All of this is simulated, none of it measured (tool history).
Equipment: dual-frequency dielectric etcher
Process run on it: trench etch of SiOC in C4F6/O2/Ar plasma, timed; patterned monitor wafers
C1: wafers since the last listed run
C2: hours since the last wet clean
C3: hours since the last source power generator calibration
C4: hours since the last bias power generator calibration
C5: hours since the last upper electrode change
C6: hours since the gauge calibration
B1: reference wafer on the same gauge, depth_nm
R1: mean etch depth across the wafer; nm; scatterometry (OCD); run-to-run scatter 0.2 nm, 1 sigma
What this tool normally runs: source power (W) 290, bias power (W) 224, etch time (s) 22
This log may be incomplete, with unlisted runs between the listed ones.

Run 1, day 0: usual settings but bias power (W) 191; C1 0; C2 0.5; C3 2523; C4 4017.2; C5 2517.2; C6 322.2; B1 41.2. Result: R1 35.9 nm.
Run 2, day 0.012: usual settings but etch time (s) 18.5; C1 3; C2 0.8; C3 2523.3; C4 4017.5; C5 2517.5; C6 322.5; B1 41.36. Result: R1 31.77 nm.
Run 3, day 1.154: usual settings but bias power (W) 194; C1 305; C2 28.2; C3 2550.7; C4 4044.9; C5 2544.9; C6 349.9; B1 41.27. Result: R1 36.05 nm.
Run 4, day 2.65: usual settings but bias power (W) 194; C1 399; C2 64.1; C3 2586.6; C4 4080.8; C5 2580.8; C6 385.8; B1 41.3. Result: R1 36.19 nm.
Run 5, day 3.246: usual settings but bias power (W) 194; C1 159; C2 78.4; C3 2600.9; C4 4095.1; C5 2595.1; C6 400.1; B1 41.37. Result: R1 36.42 nm.
Run 6, day 4.733: usual settings but source power (W) 270; C1 397; C2 114.1; C3 2636.6; C4 4130.8; C5 2630.8; C6 435.8; B1 41.32. Result: R1 36.69 nm.
Run 7, day 5.542: usual settings but source power (W) 330; C1 215; C2 133.5; C3 2656; C4 4150.2; C5 2650.2; C6 455.2; B1 41.35. Result: R1 39.78 nm.
Run 8, day 6.312: usual settings but bias power (W) 258; C1 205; C2 152; C3 2674.5; C4 4168.7; C5 2668.7; C6 473.7; B1 41.24. Result: R1 39.12 nm.
Run 9, day 7.379: usual settings but bias power (W) 258; C1 284; C2 177.6; C3 2700.1; C4 4194.3; C5 2694.3; C6 499.3; B1 41.33. Result: R1 39.42 nm.
Run 10, day 9.667: usual settings but bias power (W) 258; C1 611; C2 232.5; C3 2755; C4 4249.2; C5 2749.2; C6 554.2; B1 41.29. Result: R1 39.4 nm.
Run 11, day 10.6: usual settings; C1 249; C2 254.9; C3 2777.4; C4 4271.6; C5 2771.6; C6 576.6; B1 41.29. Result: R1 37.99 nm.
Run 12, day 11.871: usual settings but source power (W) 330, bias power (W) 269; C1 339; C2 285.4; C3 2807.9; C4 4302.1; C5 2802.1; C6 607.1; B1 41.25. Result: R1 42.47 nm.
Run 13, day 12.425: usual settings but source power (W) 330, bias power (W) 269; C1 148; C2 298.7; C3 2821.2; C4 4315.4; C5 2815.4; C6 620.4; B1 41.27. Result: R1 42.55 nm.
Run 14, day 13.346: usual settings but source power (W) 260; C1 246; C2 320.8; C3 2843.3; C4 4337.5; C5 2837.5; C6 642.5; B1 41.28. Result: R1 36.83 nm.
At day 13.667: source power generator calibrated.
Run 15, day 14.679: usual settings but bias power (W) 184; C1 311; C2 352.8; C3 24.3; C4 4369.5; C5 2869.5; C6 674.5; B1 41.23. Result: R1 36.45 nm.
At day 17.771: upper electrode replaced.
Run 16, day 18.783: usual settings but bias power (W) 258; C1 829; C2 451.3; C3 122.8; C4 4468; C5 24.3; C6 773; B1 41.29. Result: R1 40.51 nm.
At day 19.712: bias power generator calibrated.
Run 17, day 20.233: usual settings but bias power (W) 190; C1 342; C2 486.1; C3 157.6; C4 12.5; C5 59.1; C6 807.8; B1 41.33. Result: R1 37.32 nm.
Run 18, day 21.129: usual settings but bias power (W) 208, etch time (s) 27; C1 239; C2 507.6; C3 179.1; C4 34; C5 80.6; C6 829.3; B1 41.32. Result: R1 47.03 nm.
Run 19, day 22.154: usual settings but source power (W) 310, bias power (W) 198, etch time (s) 17; C1 273; C2 532.2; C3 203.7; C4 58.6; C5 105.2; C6 853.9; B1 41.25. Result: R1 29.96 nm.
Run 20, day 23.325: usual settings but source power (W) 250, etch time (s) 15.5; C1 312; C2 560.3; C3 231.8; C4 86.7; C5 133.3; C6 882; B1 41.34. Result: R1 25.99 nm.
At day 24.471: wet clean of the chamber.
Run 21, day 24.492: usual settings; C1 44; C2 0.5; C3 259.8; C4 114.7; C5 161.3; C6 910; B1 41.29. Result: R1 37.22 nm.
Run 22, day 24.904: usual settings; C1 110; C2 10.4; C3 269.7; C4 124.6; C5 171.2; C6 919.9; B1 41.25. Result: R1 37.57 nm.
At day 25.7: gauge calibrated.
Run 23, day 26.025: usual settings but source power (W) 310, bias power (W) 196, etch time (s) 28; C1 299; C2 37.3; C3 296.6; C4 151.5; C5 198.1; C6 7.8; B1 41.24. Result: R1 47.05 nm.
Run 24, day 27.433: usual settings but bias power (W) 208, etch time (s) 27; C1 376; C2 71.1; C3 330.4; C4 185.3; C5 231.9; C6 41.6; B1 41.34. Result: R1 45.36 nm.
Run 25, day 28.529: usual settings but bias power (W) 205; C1 292; C2 97.4; C3 356.7; C4 211.6; C5 258.2; C6 67.9; B1 41.37. Result: R1 36.96 nm.
Run 26, day 31.967: usual settings but bias power (W) 181, etch time (s) 18.5; C1 918; C2 179.9; C3 439.2; C4 294.1; C5 340.7; C6 150.4; B1 41.29. Result: R1 30.14 nm.
Run 27, day 33.25: usual settings but source power (W) 240, bias power (W) 196; C1 342; C2 210.7; C3 470; C4 324.9; C5 371.5; C6 181.2; B1 41.26. Result: R1 34.28 nm.
Run 28, day 33.792: usual settings but source power (W) 230, bias power (W) 274, etch time (s) 28.5; C1 144; C2 223.7; C3 483; C4 337.9; C5 384.5; C6 194.2; B1 41.26. Result: R1 47.29 nm.
Run 29, day 34.825: usual settings but source power (W) 320, bias power (W) 251; C1 276; C2 248.5; C3 507.8; C4 362.7; C5 409.3; C6 219; B1 41.28. Result: R1 40.9 nm.
Run 30, day 35.329: usual settings but source power (W) 320, bias power (W) 247, etch time (s) 25.5; C1 134; C2 260.6; C3 519.9; C4 374.8; C5 421.4; C6 231.1; B1 41.29. Result: R1 46.7 nm.
Run 31, day 36.629: usual settings but source power (W) 350, bias power (W) 259, etch time (s) 16; C1 347; C2 291.8; C3 551.1; C4 406; C5 452.6; C6 262.3; B1 41.33. Result: R1 30.76 nm.

Alternative continuations, all from the tool just after run 31; predict every row:
Run A, day 36.646: usual settings; C1 4; C2 292.2; C3 551.5; C4 406.4; C5 453; C6 262.7; B1 ?. Result: R1 ?.
Run B, day 36.646: usual settings but source power (W) 320, bias power (W) 262, etch time (s) 26; C1 4; C2 292.2; C3 551.5; C4 406.4; C5 453; C6 262.7; B1 ?. Result: R1 ?.
Run C, day 36.646: usual settings but source power (W) 310, etch time (s) 20; C1 4; C2 292.2; C3 551.5; C4 406.4; C5 453; C6 262.7; B1 ?. Result: R1 ?.

run     B1     R1
  A  41.31  37.94
  B  41.31  48.66
  C  41.31  35.37
With no hidden state in the tool, these same runs would have given:
run     R1
  A  37.28
  B  47.82
  C  34.76
